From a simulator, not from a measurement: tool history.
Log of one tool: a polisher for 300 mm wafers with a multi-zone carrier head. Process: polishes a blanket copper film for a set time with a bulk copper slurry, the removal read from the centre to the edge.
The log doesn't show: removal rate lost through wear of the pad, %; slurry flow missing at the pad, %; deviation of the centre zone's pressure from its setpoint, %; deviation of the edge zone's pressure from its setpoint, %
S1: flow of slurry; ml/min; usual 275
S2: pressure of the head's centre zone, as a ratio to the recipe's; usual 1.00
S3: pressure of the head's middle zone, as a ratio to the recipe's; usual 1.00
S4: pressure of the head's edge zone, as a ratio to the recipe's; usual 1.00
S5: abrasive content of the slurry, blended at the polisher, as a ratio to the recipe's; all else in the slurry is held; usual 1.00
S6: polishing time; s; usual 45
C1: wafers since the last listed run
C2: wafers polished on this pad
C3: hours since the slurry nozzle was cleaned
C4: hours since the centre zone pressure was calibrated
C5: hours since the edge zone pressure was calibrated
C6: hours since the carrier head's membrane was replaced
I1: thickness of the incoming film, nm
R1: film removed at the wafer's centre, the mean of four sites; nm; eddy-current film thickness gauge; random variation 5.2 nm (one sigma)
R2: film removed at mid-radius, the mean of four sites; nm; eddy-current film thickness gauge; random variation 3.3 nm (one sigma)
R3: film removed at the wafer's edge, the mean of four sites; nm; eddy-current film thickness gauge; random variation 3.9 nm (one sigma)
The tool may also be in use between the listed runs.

run	hour	S1	S2	S3	S4	S5	S6	C1	C2	C3	C4	C5	C6	I1	R1	R2	R3
1	0.0	275	1.00	1.00	1.00	1.00	33	0	107	102.9	388.0	155.3	773.3	4792.3	288.9	289.2	289.2
2	14.8	275	1.00	1.00	1.00	1.00	33	149	256	117.7	402.8	170.1	788.1	4762.8	281.6	274.2	282.9
3	28.8	275	1.00	1.00	1.00	1.00	33	141	397	131.7	416.8	184.1	802.1	4721.2	268.3	269.6	278.1
4	45.9	275	1.00	1.00	1.00	1.00	45	172	570	148.8	433.9	201.2	819.2	4736.2	361.1	358.7	369.5
# hour 53.0: worn pad replaced by a new one
5	62.2	275	1.00	1.00	1.00	1.00	45	123	92	165.1	450.2	217.5	835.5	4723.6	397.9	389.8	402.5
6	91.1	275	1.00	1.00	1.00	1.00	45	291	383	194.0	479.1	246.4	864.4	4688.5	360.4	368.5	376.8
7	107.0	220	1.00	1.00	1.00	1.00	45	160	544	209.9	495.0	262.3	880.3	4740.9	357.7	347.7	365.8
8	115.4	220	1.00	1.00	1.00	1.00	45	84	628	218.3	503.4	270.7	888.7	4723.7	349.1	351.2	364.2
# hour 128.1: centre zone pressure recalibrated
9	128.4	275	0.94	1.00	1.08	1.00	45	110	739	231.3	0.3	283.7	901.7	4700.8	344.3	364.1	375.9
# hour 134.4: worn pad replaced by a new one
10	143.5	275	1.07	1.00	1.00	1.10	45	111	91	246.4	15.4	298.8	916.8	4749.7	428.0	396.2	410.9
11	158.7	275	1.00	1.00	1.00	1.00	45	153	244	261.6	30.6	314.0	932.0	4727.4	375.4	374.5	387.0
# hour 164.8: carrier head's membrane replaced by a new one
# hour 168.3: slurry nozzle cleaned
12	172.2	275	1.00	1.04	1.00	1.00	56	75	320	3.9	44.1	327.5	7.4	4796.9	463.6	472.9	467.7
13	178.7	275	0.95	1.00	1.00	1.00	45	65	385	10.4	50.6	334.0	13.9	4739.1	345.7	365.9	366.8
# hour 185.6: edge zone pressure recalibrated
14	189.6	365	1.00	1.00	0.91	1.00	45	89	475	21.3	61.5	4.0	24.8	4742.3	383.0	372.5	368.1
# hour 197.6: worn pad replaced by a new one
15	202.1	275	1.06	1.00	0.91	1.15	55	85	45	33.8	74.0	16.5	37.3	4700.1	536.6	511.1	497.2
16	216.8	340	1.00	1.00	1.08	1.00	45	148	193	48.5	88.7	31.2	52.0	4770.8	391.0	387.6	415.4
17	250.7	275	1.00	1.00	1.00	1.00	45	341	535	82.4	122.6	65.1	85.9	4709.3	362.6	371.2	369.0

The same runs without the tool's hidden state, with the same run-to-run variation:
run	R1	R2	R3
1	305.0	305.2	305.2
2	309.4	301.3	310.8
3	301.2	302.6	312.1
4	411.2	408.4	420.7
5	416.6	408.0	421.4
6	402.7	411.7	421.1
7	405.3	394.0	414.5
8	397.4	399.8	414.6
9	393.7	416.4	429.8
10	449.0	415.6	431.0
11	411.3	410.3	424.0
12	519.2	529.6	523.8
13	389.9	412.6	413.6
14	435.5	423.6	418.5
15	549.3	523.2	508.9
16	420.9	417.2	447.1
17	409.2	418.9	416.5

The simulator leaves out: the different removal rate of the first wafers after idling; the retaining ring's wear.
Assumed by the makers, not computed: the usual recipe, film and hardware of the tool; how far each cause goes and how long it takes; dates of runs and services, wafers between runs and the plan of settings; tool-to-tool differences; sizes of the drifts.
